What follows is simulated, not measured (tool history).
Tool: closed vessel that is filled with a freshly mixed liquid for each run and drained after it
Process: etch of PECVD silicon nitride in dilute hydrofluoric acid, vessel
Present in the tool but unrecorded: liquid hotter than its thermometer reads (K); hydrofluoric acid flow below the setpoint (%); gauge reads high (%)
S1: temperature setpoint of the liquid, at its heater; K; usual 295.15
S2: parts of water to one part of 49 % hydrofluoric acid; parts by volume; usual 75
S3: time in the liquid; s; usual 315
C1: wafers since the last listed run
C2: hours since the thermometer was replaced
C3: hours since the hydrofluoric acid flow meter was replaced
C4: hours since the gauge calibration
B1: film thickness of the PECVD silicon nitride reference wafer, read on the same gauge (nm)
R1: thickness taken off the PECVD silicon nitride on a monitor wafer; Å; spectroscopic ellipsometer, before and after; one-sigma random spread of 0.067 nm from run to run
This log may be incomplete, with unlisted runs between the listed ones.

run	hour	S1	S2	S3	C1	C2	C3	C4	B1	R1
1	0.0	295.15	75	315	0	560.8	1082.9	2478.8	140.01	117.9
2	70.3	295.15	75	315	8064	631.1	1153.2	2549.1	140.00	118.4
3	146.4	295.15	75	315	8730	707.2	1229.3	2625.2	139.99	117.6
# hour 299.0: hydrofluoric acid flow meter replaced
# hour 386.0: thermometer replaced
4	469.7	295.15	75	315	36859	83.7	170.7	2948.5	140.00	121.6
5	510.1	294.15	75	395	4634	124.1	211.1	2988.9	140.01	142.1
6	589.9	294.15	75	395	9154	203.9	290.9	3068.7	140.01	142.3
7	630.7	296.65	75	450	4680	244.7	331.7	3109.5	140.01	192.9
8	683.0	296.65	75	450	5999	297.0	384.0	3161.8	139.99	191.2
9	787.2	295.15	75	315	11953	401.2	488.2	3266.0	140.00	121.2
10	836.3	295.15	75	315	5632	450.3	537.3	3315.1	140.00	120.4
11	933.3	295.15	100	490	11127	547.3	634.3	3412.1	139.99	140.9
12	986.5	293.65	75	195	6103	600.5	687.5	3465.3	140.01	66.9
13	1026.3	293.65	40	380	4565	640.3	727.3	3505.1	139.99	241.8
14	1070.9	295.15	75	315	5116	684.9	771.9	3549.7	140.02	119.6
15	1130.1	293.15	75	315	6791	744.1	831.1	3608.9	140.00	103.8
16	1173.3	296.65	105	375	4955	787.3	874.3	3652.1	139.99	111.8
17	1247.3	295.15	75	315	8489	861.3	948.3	3726.1	140.00	119.3
18	1322.4	297.65	75	190	8615	936.4	1023.4	3801.2	140.02	84.4
19	1360.4	295.15	75	315	4359	974.4	1061.4	3839.2	140.01	118.0
# hour 1436.3: hydrofluoric acid flow meter replaced
# hour 1484.1: thermometer replaced
20	1528.4	295.15	60	485	19043	44.3	92.1	4007.2	140.00	235.1
# hour 1543.3: gauge calibrated
21	1624.6	293.15	75	315	11036	140.5	188.3	81.3	140.00	107.9
22	1703.2	295.15	75	315	9016	219.1	266.9	159.9	140.00	122.8
23	1757.6	295.15	75	315	6240	273.5	321.3	214.3	140.00	121.7
24	1861.6	295.15	60	315	11930	377.5	425.3	318.3	139.99	150.7
25	1928.4	297.15	45	315	7663	444.3	492.1	385.1	140.00	228.4
26	2027.6	295.15	75	315	11380	543.5	591.3	484.3	139.98	121.5
27	2074.7	296.65	45	195	5403	590.6	638.4	531.4	140.01	135.4
28	2134.7	295.15	75	315	6883	650.6	698.4	591.4	140.02	119.6
29	2175.5	290.15	75	260	4680	691.4	739.2	632.2	139.99	69.6
30	2228.4	298.65	75	175	6068	744.3	792.1	685.1	140.01	84.1
31	2316.0	291.15	75	260	10049	831.9	879.7	772.7	139.99	74.5
32	2406.0	295.15	75	315	10324	921.9	969.7	862.7	140.02	119.8
33	2491.2	299.15	65	390	9774	1007.1	1054.9	947.9	140.01	219.9

Table of differences, measured result less the result of that run with no hidden state. Run-to-run variation is the same in both. Gauge scatter possibly is not:
run	R1
1	-4.6
2	-5.0
3	-5.3
4	-1.2
5	-1.6
6	-2.0
7	-3.0
8	-3.3
9	-2.5
10	-2.7
11	-3.6
12	-1.8
13	-6.9
14	-3.7
15	-3.4
16	-3.8
17	-4.3
18	-3.3
19	-4.8
20	-1.1
21	-0.8
22	-1.3
23	-1.5
24	-2.3
25	-4.1
26	-2.5
27	-3.0
28	-3.0
29	-1.8
30	-2.4
31	-2.3
32	-4.0
33	-8.2
